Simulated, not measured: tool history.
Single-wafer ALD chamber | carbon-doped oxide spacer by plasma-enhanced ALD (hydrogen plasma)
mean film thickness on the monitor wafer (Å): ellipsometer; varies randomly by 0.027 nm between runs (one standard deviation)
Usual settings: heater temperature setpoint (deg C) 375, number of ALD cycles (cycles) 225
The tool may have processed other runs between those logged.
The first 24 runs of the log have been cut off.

run   hour  heater temperature setpoint (deg C)  number of ALD cycles (cycles)  read-back reference wafer on the same gauge, thickness_nm  mean film thickness on the monitor wafer (Å)
 25  281.7                                  371                            240                                                     10.897                                        116.77
 26    294                                  375                            225                                                     10.904                                        108.97
 27  310.7                                  362                            260                                                     10.907                                        125.82
 28  319.9                                  375                            185                                                     10.898                                         89.37
 29  331.3                                  368                            212                                                     10.905                                        103.22
 30  341.7                                  375                            194                                                     10.903                                         93.84
 31  351.1                                  380                            200                                                     10.904                                         97.26
 32  359.3                                  375                            259                                                       10.9                                        125.61
 33  366.3                                  370                            240                                                     10.899                                         116.5

Run 34 is up next; what results do you expect?
 34  380.3                                  386                            202                                                          ?                                             ?

read-back reference wafer on the same gauge, thickness_nm: 10.906
mean film thickness on the monitor wafer (Å): 98.33
Had the tool carried no hidden state, the very same run would have given mean film thickness on the monitor wafer (Å) 98.33.
